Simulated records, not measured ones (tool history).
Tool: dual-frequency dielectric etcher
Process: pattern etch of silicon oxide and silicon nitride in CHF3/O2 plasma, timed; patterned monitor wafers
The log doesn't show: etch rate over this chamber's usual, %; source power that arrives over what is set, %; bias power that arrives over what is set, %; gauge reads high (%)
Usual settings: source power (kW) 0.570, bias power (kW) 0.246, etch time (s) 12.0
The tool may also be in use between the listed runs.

run	hour	source power (kW)	bias power (kW)	etch time (s)	wafers since the last listed run	hours since the last wet clean	hours since the last source power generator calibration	hours since the last bias power generator calibration	hours since the last upper electrode change	hours since the gauge calibration	read-back reference wafer on the same gauge, depth_nm	mean etch depth across the wafer (nm)
1	0.0	0.570	0.267	13.0	0	13.9	5204.2	4521.8	2266.0	928.0	23.29	22.70
2	12.4	0.640	0.246	12.0	225	26.3	5216.6	4534.2	2278.4	940.4	23.31	20.94
3	42.9	0.640	0.246	12.0	555	56.8	5247.1	4564.7	2308.9	970.9	23.32	20.97
4	58.4	0.490	0.246	12.0	282	72.3	5262.6	4580.2	2324.4	986.4	23.31	18.93
5	88.7	0.490	0.246	12.0	551	102.6	5292.9	4610.5	2354.7	1016.7	23.28	18.91
6	103.3	0.570	0.246	12.0	265	117.2	5307.5	4625.1	2369.3	1031.3	23.28	20.06
7	134.6	0.570	0.246	12.0	569	148.5	5338.8	4656.4	2400.6	1062.6	23.30	20.09
8	167.5	0.570	0.246	12.0	599	181.4	5371.7	4689.3	2433.5	1095.5	23.34	20.01
9	184.5	0.570	0.304	11.0	309	198.4	5388.7	4706.3	2450.5	1112.5	23.29	20.12
10	203.3	0.660	0.215	13.0	342	217.2	5407.5	4725.1	2469.3	1131.3	23.31	21.54
# hour 211.9: source power generator calibrated
11	235.3	0.530	0.271	13.0	509	249.2	23.4	4757.1	2501.3	1163.3	23.31	22.05
12	257.1	0.570	0.246	12.0	396	271.0	45.2	4778.9	2523.1	1185.1	23.31	20.09
13	270.3	0.500	0.199	8.5	240	284.2	58.4	4792.1	2536.3	1198.3	23.29	12.19
14	290.1	0.570	0.246	12.0	360	304.0	78.2	4811.9	2556.1	1218.1	23.31	20.03
# hour 298.9: gauge calibrated
15	310.1	0.680	0.214	12.0	364	324.0	98.2	4831.9	2576.1	11.2	23.32	20.22
# hour 336.8: wet clean of the chamber
# hour 363.5: upper electrode replaced
16	364.0	0.460	0.226	10.0	107	27.2	152.1	4885.8	0.5	65.1	23.31	14.92
17	375.7	0.630	0.185	10.0	213	38.9	163.8	4897.5	12.2	76.8	23.30	15.05
18	399.6	0.500	0.296	9.5	435	62.8	187.7	4921.4	36.1	100.7	23.27	16.40
19	414.1	0.620	0.296	14.0	264	77.3	202.2	4935.9	50.6	115.2	23.28	26.28
20	439.2	0.630	0.280	12.0	457	102.4	227.3	4961.0	75.7	140.3	23.31	22.10
21	475.0	0.450	0.299	10.5	651	138.2	263.1	4996.8	111.5	176.1	23.29	17.59
# hour 549.0: bias power generator calibrated
22	552.3	0.570	0.246	10.5	1334	215.5	340.4	3.3	188.8	253.4	23.31	17.39
23	572.5	0.700	0.216	15.0	367	235.7	360.6	23.5	209.0	273.6	23.30	25.38
# hour 664.3: wet clean of the chamber
24	673.2	0.480	0.246	14.0	1396	8.9	461.3	124.2	309.7	374.3	23.29	22.05
25	694.0	0.660	0.195	9.5	378	29.7	482.1	145.0	330.5	395.1	23.28	15.08
26	731.2	0.630	0.280	10.0	677	66.9	519.3	182.2	367.7	432.3	23.31	18.57
27	747.6	0.570	0.246	12.0	298	83.3	535.7	198.6	384.1	448.7	23.30	20.09
28	775.3	0.570	0.246	12.0	504	111.0	563.4	226.3	411.8	476.4	23.29	20.00
29	804.2	0.660	0.204	14.5	526	139.9	592.3	255.2	440.7	505.3	23.28	23.51
30	817.0	0.570	0.246	12.0	233	152.7	605.1	268.0	453.5	518.1	23.31	20.14
31	846.0	0.570	0.246	12.0	528	181.7	634.1	297.0	482.5	547.1	23.32	20.07

Hidden state at the last listed run before each entry between runs and at the first one after, where it differs:
Between runs 10 and 11: source power generator calibrated (hour 211.9)
  no hidden state differs between the two runs
Between runs 14 and 15: gauge calibrated (hour 298.9)
  no hidden state differs between the two runs
Between runs 15 and 16: wet clean of the chamber (hour 336.8); upper electrode replaced (hour 363.5)
  no hidden state differs between the two runs
Between runs 21 and 22: bias power generator calibrated (hour 549.0)
  no hidden state differs between the two runs
Between runs 23 and 24: wet clean of the chamber (hour 664.3)
  no hidden state differs between the two runs
